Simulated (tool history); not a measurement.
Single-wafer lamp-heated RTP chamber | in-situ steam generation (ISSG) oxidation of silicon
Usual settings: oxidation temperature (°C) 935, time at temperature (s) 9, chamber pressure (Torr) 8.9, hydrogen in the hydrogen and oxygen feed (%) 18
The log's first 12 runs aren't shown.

| run | hour | oxidation temperature (°C) | time at temperature (s) | chamber pressure (Torr) | hydrogen in the hydrogen and oxygen feed (%) | wafers since the last listed run | wafers since the last pyrometer calibration | hours since the pressure gauge was zeroed | hours since the hydrogen flow controller was replaced | hours since the gauge calibration | read-back reference wafer on the same gauge, thickness | oxide thickness on the monitor wafer (nm) |
|---|---|---|---|---|---|---|---|---|---|---|---|---|
|  | 640.6 | gauge calibrated |
| 13 | 698.8 | 935 | 9 | 8.4 | 24 | 1660 | 3418 | 4065 | 2458.6 | 58.2 | 2.546 | 3.319 |
| 14 | 737.3 | 935 | 9 | 8.4 | 24 | 507 | 3925 | 4103.5 | 2497.1 | 96.7 | 2.548 | 3.319 |
| 15 | 773.5 | 935 | 9 | 8.4 | 24 | 477 | 4402 | 4139.7 | 2533.3 | 132.9 | 2.542 | 3.31 |
| 16 | 799.5 | 935 | 8 | 8.9 | 18 | 342 | 4745 | 4165.7 | 2559.3 | 158.9 | 2.549 | 2.945 |
|  | 820.7 | hydrogen flow controller replaced |
|  | 874.8 | pyrometer window cleaned and pyrometer calibrated |
| 17 | 875.3 | 935 | 9 | 8.9 | 18 | 788 | 6 | 4241.5 | 54.6 | 234.7 | 2.546 | 3.065 |
|  | 960.8 | pressure gauge zeroed |
| 18 | 1055.4 | 952 | 9 | 8.3 | 18 | 2268 | 2274 | 94.6 | 234.7 | 414.8 | 2.551 | 3.197 |
| 19 | 1092.6 | 935 | 9 | 8.9 | 18 | 490 | 2764 | 131.8 | 271.9 | 452 | 2.551 | 3.076 |
| 20 | 1160.5 | 935 | 10 | 8.9 | 18 | 894 | 3659 | 199.7 | 339.8 | 519.9 | 2.549 | 3.191 |

Forecast run 21:
| 21 | 1195.4 | 935 | 12 | 10.1 | 23 | 459 | 4119 | 234.6 | 374.7 | 554.8 | ? | ? |

{"run 21": {"read-back reference wafer on the same gauge, thickness": 2.553, "oxide thickness on the monitor wafer (nm)": 3.536}}
Without the tool's hidden state the same run would have given oxide thickness on the monitor wafer (nm) 3.532.
